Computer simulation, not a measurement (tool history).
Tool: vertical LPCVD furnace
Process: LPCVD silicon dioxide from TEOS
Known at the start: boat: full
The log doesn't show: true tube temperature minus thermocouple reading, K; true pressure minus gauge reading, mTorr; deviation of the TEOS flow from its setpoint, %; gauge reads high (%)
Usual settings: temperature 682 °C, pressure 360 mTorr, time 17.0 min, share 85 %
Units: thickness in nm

run	hour	temperature	pressure	time	share	wafers since the last listed run	hours since the last temperature calibration	hours since the pressure gauge was zeroed	hours since the TEOS flow controller was replaced	hours since the gauge calibration	read-back reference wafer on the same gauge, thickness	thickness
1	0.0	682	335	17.0	85	0	1882.9	4343.0	2496.6	84.8	81.38	95.69
2	11.1	682	335	17.0	85	200	1894.0	4354.1	2507.7	95.9	81.34	95.70
3	34.9	682	335	17.0	85	429	1917.8	4377.9	2531.5	119.7	81.39	95.63
# hour 92.5: thermocouples replaced and temperature profile calibrated
4	93.0	682	360	17.0	85	615	0.5	4436.0	2589.6	177.8	81.31	93.13
5	96.6	682	360	17.0	85	64	4.1	4439.6	2593.2	181.4	81.43	93.09
6	103.6	682	360	17.0	85	126	11.1	4446.6	2600.2	188.4	81.37	93.38
7	110.3	682	360	17.0	85	120	17.8	4453.3	2606.9	195.1	81.38	92.91
8	120.0	682	305	17.0	85	174	27.5	4463.0	2616.6	204.8	81.39	85.74
# hour 134.5: gauge calibrated
# hour 153.8: TEOS flow controller replaced
# hour 164.3: pressure gauge zeroed
9	164.8	682	360	17.0	85	185	72.3	0.5	11.0	30.3	81.42	93.34
10	168.4	673	400	19.0	77	64	75.9	4.1	14.6	33.9	81.40	83.93
11	172.0	688	360	22.5	85	64	79.5	7.7	18.2	37.5	81.45	142.68
12	175.6	682	435	17.0	80	64	83.1	11.3	21.8	41.1	81.39	99.56
13	179.2	682	360	23.0	72	64	86.7	14.9	25.4	44.7	81.37	116.27
14	186.0	693	400	21.5	71	122	93.5	21.7	32.2	51.5	81.38	148.07
15	202.0	682	360	17.0	85	288	109.5	37.7	48.2	67.5	81.37	93.34
16	210.4	682	405	19.5	85	151	117.9	46.1	56.6	75.9	81.40	113.68
17	219.0	682	435	17.0	85	155	126.5	54.7	65.2	84.5	81.41	102.94

Forecast each of these 3 alternatives for the next run:
A	222.7	682	360	17.0	85	66	130.2	58.4	68.9	88.2	?	?
B	222.7	688	325	11.0	79	66	130.2	58.4	68.9	88.2	?	?
C	222.7	678	360	20.0	70	66	130.2	58.4	68.9	88.2	?	?

run	read-back reference wafer on the same gauge, thickness	thickness
A	81.42	93.58
B	81.42	64.05
C	81.42	90.67
Without the tool's hidden state the same runs would have given:
run	thickness
A	93.13
B	63.75
C	90.24

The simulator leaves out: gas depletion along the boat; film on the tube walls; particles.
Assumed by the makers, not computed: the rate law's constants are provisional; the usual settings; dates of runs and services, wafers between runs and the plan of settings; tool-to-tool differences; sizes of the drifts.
